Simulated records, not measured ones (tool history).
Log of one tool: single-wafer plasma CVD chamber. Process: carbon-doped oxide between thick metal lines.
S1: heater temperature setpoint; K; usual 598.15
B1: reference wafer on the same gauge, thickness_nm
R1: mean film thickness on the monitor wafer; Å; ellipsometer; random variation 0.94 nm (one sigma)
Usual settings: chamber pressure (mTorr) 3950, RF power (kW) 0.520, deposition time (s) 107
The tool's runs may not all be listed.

run 1 hour=0.0 | S1=610.15 chamber_pressure_(mTorr)=3950 RF_power_(kW)=0.520 deposition_time_(s)=107 | B1=630.993 | R1=5571.95
run 2 hour=23.6 | S1=610.15 chamber_pressure_(mTorr)=3950 RF_power_(kW)=0.520 deposition_time_(s)=107 | B1=631.234 | R1=5587.75
run 3 hour=54.5 | S1=598.15 chamber_pressure_(mTorr)=3950 RF_power_(kW)=0.520 deposition_time_(s)=107 | B1=631.018 | R1=5764.94
run 4 hour=88.8 | S1=598.15 chamber_pressure_(mTorr)=3950 RF_power_(kW)=0.570 deposition_time_(s)=107 | B1=630.947 | R1=6273.04
run 5 hour=121.6 | S1=598.15 chamber_pressure_(mTorr)=3950 RF_power_(kW)=0.465 deposition_time_(s)=107 | B1=631.193 | R1=5107.91
run 6 hour=146.2 | S1=598.15 chamber_pressure_(mTorr)=3950 RF_power_(kW)=0.465 deposition_time_(s)=107 | B1=631.139 | R1=5109.84
run 7 hour=179.3 | S1=598.15 chamber_pressure_(mTorr)=3950 RF_power_(kW)=0.520 deposition_time_(s)=107 | B1=630.704 | R1=5754.32
run 8 hour=200.1 | S1=598.15 chamber_pressure_(mTorr)=3950 RF_power_(kW)=0.520 deposition_time_(s)=107 | B1=630.810 | R1=5728.67
run 9 hour=212.9 | S1=598.15 chamber_pressure_(mTorr)=3950 RF_power_(kW)=0.520 deposition_time_(s)=107 | B1=630.901 | R1=5746.39
run 10 hour=232.5 | S1=598.15 chamber_pressure_(mTorr)=4860 RF_power_(kW)=0.520 deposition_time_(s)=113 | B1=631.218 | R1=6256.14
run 11 hour=255.9 | S1=598.15 chamber_pressure_(mTorr)=3950 RF_power_(kW)=0.520 deposition_time_(s)=107 | B1=630.968 | R1=5734.10
run 12 hour=276.4 | S1=598.15 chamber_pressure_(mTorr)=4260 RF_power_(kW)=0.520 deposition_time_(s)=115 | B1=631.371 | R1=6214.38
run 13 hour=293.5 | S1=606.15 chamber_pressure_(mTorr)=3950 RF_power_(kW)=0.455 deposition_time_(s)=88 | B1=630.838 | R1=3974.02
run 14 hour=319.0 | S1=598.15 chamber_pressure_(mTorr)=4300 RF_power_(kW)=0.465 deposition_time_(s)=107 | B1=630.980 | R1=5357.01
run 15 hour=352.0 | S1=605.15 chamber_pressure_(mTorr)=4870 RF_power_(kW)=0.470 deposition_time_(s)=125 | B1=631.233 | R1=6288.86
run 16 hour=455.0 | S1=598.15 chamber_pressure_(mTorr)=3950 RF_power_(kW)=0.465 deposition_time_(s)=107 | B1=631.011 | R1=5276.44
run 17 hour=479.7 | S1=598.15 chamber_pressure_(mTorr)=3950 RF_power_(kW)=0.520 deposition_time_(s)=107 | B1=630.465 | R1=6026.43
run 18 hour=490.3 | S1=598.15 chamber_pressure_(mTorr)=3950 RF_power_(kW)=0.520 deposition_time_(s)=107 | B1=630.919 | R1=6013.20
run 19 hour=511.6 | S1=598.15 chamber_pressure_(mTorr)=3620 RF_power_(kW)=0.520 deposition_time_(s)=107 | B1=630.886 | R1=5979.13
run 20 hour=545.0 | S1=583.15 chamber_pressure_(mTorr)=3950 RF_power_(kW)=0.520 deposition_time_(s)=107 | B1=631.144 | R1=6389.66
run 21 hour=566.3 | S1=588.15 chamber_pressure_(mTorr)=4860 RF_power_(kW)=0.520 deposition_time_(s)=107 | B1=631.518 | R1=6436.15
run 22 hour=585.8 | S1=598.15 chamber_pressure_(mTorr)=3950 RF_power_(kW)=0.605 deposition_time_(s)=107 | B1=631.076 | R1=6892.18
run 23 hour=604.0 | S1=598.15 chamber_pressure_(mTorr)=4340 RF_power_(kW)=0.520 deposition_time_(s)=127 | B1=631.081 | R1=7246.35
run 24 hour=629.4 | S1=608.15 chamber_pressure_(mTorr)=3950 RF_power_(kW)=0.520 deposition_time_(s)=123 | B1=631.196 | R1=6716.86
run 25 hour=664.3 | S1=593.15 chamber_pressure_(mTorr)=4590 RF_power_(kW)=0.550 deposition_time_(s)=107 | B1=630.960 | R1=6577.32
run 26 hour=686.6 | S1=598.15 chamber_pressure_(mTorr)=3140 RF_power_(kW)=0.570 deposition_time_(s)=107 | B1=630.827 | R1=6361.39
run 27 hour=707.5 | S1=585.15 chamber_pressure_(mTorr)=3950 RF_power_(kW)=0.520 deposition_time_(s)=107 | B1=631.357 | R1=6300.81

Taken out of this log: 5 entries between the listed runs. Where each belongs, and how the hidden state differs across it:
Between runs 3 and 4: gauge calibrated (hour 77.0)
  wafer temperature above the value expected at the setpoint (K): 5.01 -> 5.1; delivered RF power above the setpoint (%): -3.17 -> -3.27
  measured less the result without the state, R1: -276.03 -> -301.32 Å
Between runs 13 and 14: RF generator calibrated (hour 304.1); showerhead replaced (hour 308.2)
  wafer temperature above the value expected at the setpoint (K): 5.61 -> 5.68; delivered RF power above the setpoint (%): -3.9 -> -0.405
  measured less the result without the state, R1: -250.05 -> -124.95 Å
Between runs 15 and 16: capacitance manometer re-zeroed and calibrated (hour 434.5)
  wafer temperature above the value expected at the setpoint (K): 5.76 -> 6.02; delivered RF power above the setpoint (%): -0.407 -> -0.422
  measured less the result without the state, R1: -138.52 -> -129.73 Å
Between runs 16 and 17: thermocouple changed; heater temperature recalibrated (hour 479.2)
  wafer temperature above the value expected at the setpoint (K): 6.02 -> -0.517; delivered RF power above the setpoint (%): -0.422 -> -0.428
  measured less the result without the state, R1: -129.73 -> -13.61 Å
